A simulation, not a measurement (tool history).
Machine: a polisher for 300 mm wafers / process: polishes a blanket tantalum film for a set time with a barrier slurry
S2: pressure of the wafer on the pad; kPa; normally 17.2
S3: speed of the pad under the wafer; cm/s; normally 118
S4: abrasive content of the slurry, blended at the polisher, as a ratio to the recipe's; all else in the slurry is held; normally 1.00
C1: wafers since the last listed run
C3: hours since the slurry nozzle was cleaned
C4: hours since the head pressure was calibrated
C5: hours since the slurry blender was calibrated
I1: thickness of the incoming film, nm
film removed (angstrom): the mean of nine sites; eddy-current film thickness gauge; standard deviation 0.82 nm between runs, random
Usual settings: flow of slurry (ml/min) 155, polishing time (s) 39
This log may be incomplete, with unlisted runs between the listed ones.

{"run": 1, "hour": 0.0, "flow of slurry (ml/min)": 155, "S2": 17.2, "S3": 118, "S4": 1.0, "polishing time (s)": 39, "C1": 0, "wafers polished on this pad": 507, "C3": 416.0, "C4": 678.7, "C5": 604.9, "I1": 356.8, "film removed (angstrom)": 1021}
{"hour": 25.4, "done": "slurry blender recalibrated"}
{"hour": 87.4, "done": "slurry nozzle cleaned"}
{"run": 2, "hour": 94.4, "flow of slurry (ml/min)": 155, "S2": 17.2, "S3": 118, "S4": 0.85, "polishing time (s)": 39, "C1": 769, "wafers polished on this pad": 1276, "C3": 7.0, "C4": 773.1, "C5": 69.0, "I1": 354.4, "film removed (angstrom)": 976}
{"run": 3, "hour": 195.8, "flow of slurry (ml/min)": 155, "S2": 17.2, "S3": 118, "S4": 0.85, "polishing time (s)": 39, "C1": 853, "wafers polished on this pad": 2130, "C3": 108.4, "C4": 874.5, "C5": 170.4, "I1": 360.4, "film removed (angstrom)": 962}
{"hour": 203.2, "done": "head pressure recalibrated"}
{"run": 4, "hour": 256.7, "flow of slurry (ml/min)": 155, "S2": 17.2, "S3": 118, "S4": 0.85, "polishing time (s)": 39, "C1": 495, "wafers polished on this pad": 2625, "C3": 169.3, "C4": 53.5, "C5": 231.3, "I1": 363.5, "film removed (angstrom)": 1004}
{"run": 5, "hour": 355.4, "flow of slurry (ml/min)": 115, "S2": 17.2, "S3": 118, "S4": 1.0, "polishing time (s)": 39, "C1": 830, "wafers polished on this pad": 3456, "C3": 268.0, "C4": 152.2, "C5": 330.0, "I1": 364.6, "film removed (angstrom)": 1026}
{"run": 6, "hour": 397.7, "flow of slurry (ml/min)": 115, "S2": 17.2, "S3": 118, "S4": 1.0, "polishing time (s)": 39, "C1": 356, "wafers polished on this pad": 3812, "C3": 310.3, "C4": 194.5, "C5": 372.3, "I1": 359.4, "film removed (angstrom)": 1017}
{"hour": 447.5, "done": "worn pad replaced by a new one"}
{"run": 7, "hour": 448.0, "flow of slurry (ml/min)": 115, "S2": 17.2, "S3": 118, "S4": 1.0, "polishing time (s)": 39, "C1": 389, "wafers polished on this pad": 4, "C3": 360.6, "C4": 244.8, "C5": 422.6, "I1": 365.4, "film removed (angstrom)": 1008}
{"run": 8, "hour": 549.6, "flow of slurry (ml/min)": 155, "S2": 17.2, "S3": 118, "S4": 1.0, "polishing time (s)": 48, "C1": 855, "wafers polished on this pad": 859, "C3": 462.2, "C4": 346.4, "C5": 524.2, "I1": 362.7, "film removed (angstrom)": 1299}
{"hour": 608.8, "done": "slurry blender recalibrated"}
{"run": 9, "hour": 635.9, "flow of slurry (ml/min)": 155, "S2": 17.2, "S3": 118, "S4": 1.0, "polishing time (s)": 39, "C1": 709, "wafers polished on this pad": 1569, "C3": 548.5, "C4": 432.7, "C5": 27.1, "I1": 363.8, "film removed (angstrom)": 1047}
{"hour": 638.4, "done": "slurry nozzle cleaned"}
{"run": 10, "hour": 691.6, "flow of slurry (ml/min)": 155, "S2": 17.2, "S3": 118, "S4": 1.0, "polishing time (s)": 39, "C1": 460, "wafers polished on this pad": 2029, "C3": 53.2, "C4": 488.4, "C5": 82.8, "I1": 354.3, "film removed (angstrom)": 1043}
{"run": 11, "hour": 781.9, "flow of slurry (ml/min)": 155, "S2": 17.2, "S3": 118, "S4": 1.0, "polishing time (s)": 39, "C1": 760, "wafers polished on this pad": 2789, "C3": 143.5, "C4": 578.7, "C5": 173.1, "I1": 362.4, "film removed (angstrom)": 1031}
{"run": 12, "hour": 843.3, "flow of slurry (ml/min)": 155, "S2": 17.2, "S3": 118, "S4": 1.0, "polishing time (s)": 39, "C1": 516, "wafers polished on this pad": 3306, "C3": 204.9, "C4": 640.1, "C5": 234.5, "I1": 355.1, "film removed (angstrom)": 1028}
{"run": 13, "hour": 885.1, "flow of slurry (ml/min)": 155, "S2": 17.2, "S3": 148, "S4": 1.0, "polishing time (s)": 27, "C1": 351, "wafers polished on this pad": 3658, "C3": 246.7, "C4": 681.9, "C5": 276.3, "I1": 360.2, "film removed (angstrom)": 878}
{"run": 14, "hour": 943.1, "flow of slurry (ml/min)": 155, "S2": 17.2, "S3": 132, "S4": 0.8, "polishing time (s)": 30, "C1": 488, "wafers polished on this pad": 4146, "C3": 304.7, "C4": 739.9, "C5": 334.3, "I1": 362.0, "film removed (angstrom)": 809}
{"hour": 959.5, "done": "worn pad replaced by a new one"}
{"run": 15, "hour": 988.6, "flow of slurry (ml/min)": 175, "S2": 17.2, "S3": 118, "S4": 0.8, "polishing time (s)": 39, "C1": 349, "wafers polished on this pad": 244, "C3": 350.2, "C4": 785.4, "C5": 379.8, "I1": 363.8, "film removed (angstrom)": 961}
{"run": 16, "hour": 1027.3, "flow of slurry (ml/min)": 155, "S2": 22.1, "S3": 118, "S4": 1.15, "polishing time (s)": 32, "C1": 325, "wafers polished on this pad": 570, "C3": 388.9, "C4": 824.1, "C5": 418.5, "I1": 363.8, "film removed (angstrom)": 1131}
{"hour": 1070.1, "done": "head pressure recalibrated"}
{"hour": 1100.2, "done": "slurry blender recalibrated"}
{"run": 17, "hour": 1104.1, "flow of slurry (ml/min)": 155, "S2": 17.2, "S3": 138, "S4": 1.0, "polishing time (s)": 39, "C1": 612, "wafers polished on this pad": 1183, "C3": 465.7, "C4": 34.0, "C5": 3.9, "I1": 358.3, "film removed (angstrom)": 1233}
{"hour": 1153.6, "done": "slurry nozzle cleaned"}
{"run": 18, "hour": 1177.0, "flow of slurry (ml/min)": 155, "S2": 17.2, "S3": 118, "S4": 1.0, "polishing time (s)": 39, "C1": 605, "wafers polished on this pad": 1788, "C3": 23.4, "C4": 106.9, "C5": 76.8, "I1": 360.1, "film removed (angstrom)": 1063}
{"run": 19, "hour": 1281.5, "flow of slurry (ml/min)": 155, "S2": 19.3, "S3": 90, "S4": 1.1, "polishing time (s)": 39, "C1": 879, "wafers polished on this pad": 2667, "C3": 127.9, "C4": 211.4, "C5": 181.3, "I1": 359.1, "film removed (angstrom)": 943}
{"run": 20, "hour": 1352.0, "flow of slurry (ml/min)": 155, "S2": 19.3, "S3": 100, "S4": 1.0, "polishing time (s)": 35, "C1": 593, "wafers polished on this pad": 3261, "C3": 198.4, "C4": 281.9, "C5": 251.8, "I1": 356.9, "film removed (angstrom)": 917}
{"run": 21, "hour": 1389.4, "flow of slurry (ml/min)": 155, "S2": 17.2, "S3": 118, "S4": 1.0, "polishing time (s)": 39, "C1": 314, "wafers polished on this pad": 3575, "C3": 235.8, "C4": 319.3, "C5": 289.2, "I1": 352.8, "film removed (angstrom)": 1048}
{"run": 22, "hour": 1479.3, "flow of slurry (ml/min)": 155, "S2": 17.2, "S3": 118, "S4": 1.0, "polishing time (s)": 39, "C1": 756, "wafers polished on this pad": 4332, "C3": 325.7, "C4": 409.2, "C5": 379.1, "I1": 357.4, "film removed (angstrom)": 1044}
{"hour": 1528.2, "done": "worn pad replaced by a new one"}
{"run": 23, "hour": 1528.7, "flow of slurry (ml/min)": 155, "S2": 17.2, "S3": 88, "S4": 1.0, "polishing time (s)": 39, "C1": 382, "wafers polished on this pad": 4, "C3": 375.1, "C4": 458.6, "C5": 428.5, "I1": 363.9, "film removed (angstrom)": 795}
{"run": 24, "hour": 1582.7, "flow of slurry (ml/min)": 125, "S2": 17.2, "S3": 90, "S4": 1.0, "polishing time (s)": 39, "C1": 454, "wafers polished on this pad": 459, "C3": 429.1, "C4": 512.6, "C5": 482.5, "I1": 355.4, "film removed (angstrom)": 779}
{"run": 25, "hour": 1636.2, "flow of slurry (ml/min)": 135, "S2": 17.2, "S3": 76, "S4": 1.0, "polishing time (s)": 39, "C1": 450, "wafers polished on this pad": 909, "C3": 482.6, "C4": 566.1, "C5": 536.0, "I1": 361.7, "film removed (angstrom)": 681}
{"run": 26, "hour": 1708.4, "flow of slurry (ml/min)": 115, "S2": 19.3, "S3": 118, "S4": 1.0, "polishing time (s)": 52, "C1": 607, "wafers polished on this pad": 1517, "C3": 554.8, "C4": 638.3, "C5": 608.2, "I1": 361.4, "film removed (angstrom)": 1477}
{"hour": 1722.8, "done": "slurry blender recalibrated"}
{"hour": 1760.5, "done": "slurry nozzle cleaned"}
{"run": 27, "hour": 1780.9, "flow of slurry (ml/min)": 100, "S2": 13.1, "S3": 78, "S4": 1.25, "polishing time (s)": 39, "C1": 584, "wafers polished on this pad": 2102, "C3": 20.4, "C4": 710.8, "C5": 58.1, "I1": 365.0, "film removed (angstrom)": 540}
{"run": 28, "hour": 1865.1, "flow of slurry (ml/min)": 155, "S2": 17.2, "S3": 132, "S4": 1.0, "polishing time (s)": 39, "C1": 708, "wafers polished on this pad": 2810, "C3": 104.6, "C4": 795.0, "C5": 142.3, "I1": 356.5, "film removed (angstrom)": 1146}
{"run": 29, "hour": 1956.7, "flow of slurry (ml/min)": 195, "S2": 17.2, "S3": 118, "S4": 1.0, "polishing time (s)": 26, "C1": 770, "wafers polished on this pad": 3581, "C3": 196.2, "C4": 886.6, "C5": 233.9, "I1": 353.5, "film removed (angstrom)": 696}
{"hour": 1980.8, "done": "head pressure recalibrated"}
{"run": 30, "hour": 2037.8, "flow of slurry (ml/min)": 140, "S2": 13.8, "S3": 118, "S4": 1.1, "polishing time (s)": 45, "C1": 665, "wafers polished on this pad": 4247, "C3": 277.3, "C4": 57.0, "C5": 315.0, "I1": 357.1, "film removed (angstrom)": 999}
{"run": 31, "hour": 2118.1, "flow of slurry (ml/min)": 130, "S2": 17.2, "S3": 154, "S4": 1.0, "polishing time (s)": 39, "C1": 675, "wafers polished on this pad": 4923, "C3": 357.6, "C4": 137.3, "C5": 395.3, "I1": 361.3, "film removed (angstrom)": 1323}

Below, some changes in film removed (angstrom) between adjacent runs. For each, the amount present without the hidden state too (settings, incoming material, random variation) and the amount remaining for the hidden state with gauge scatter not shared by both compared results:
Hidden conditions of the tool in this case: removal rate lost through wear of the pad, %; slurry flow missing at the pad, %; deviation of the head's pressure from its setpoint, %; abrasive missing from the slurry, %.
Run 3 -> 4: head pressure recalibrated. film removed (angstrom) +42: hidden state +42, all else +0.
Run 16 -> 17: S2 22.1 -> 17.2, S3 118 -> 138, S4 1.15 -> 1.00, polishing time (s) 32 -> 39, head pressure recalibrated, slurry blender recalibrated. film removed (angstrom) +102: hidden state +37, all else +65.
Run 25 -> 26: flow of slurry (ml/min) 135 -> 115, S2 17.2 -> 19.3, S3 76 -> 118, polishing time (s) 39 -> 52. film removed (angstrom) +796: hidden state -26, all else +822.
Run 26 -> 27: flow of slurry (ml/min) 115 -> 100, S2 19.3 -> 13.1, S3 118 -> 78, S4 1.00 -> 1.25, polishing time (s) 52 -> 39, slurry blender recalibrated, slurry nozzle cleaned. film removed (angstrom) -937: hidden state +26, all else -963.
Run 27 -> 28: flow of slurry (ml/min) 100 -> 155, S2 13.1 -> 17.2, S3 78 -> 132, S4 1.25 -> 1.00. film removed (angstrom) +606: hidden state -24, all else +630.
Run 29 -> 30: flow of slurry (ml/min) 195 -> 140, S2 17.2 -> 13.8, S4 1.00 -> 1.10, polishing time (s) 26 -> 45, head pressure recalibrated. film removed (angstrom) +303: hidden state +28, all else +275.
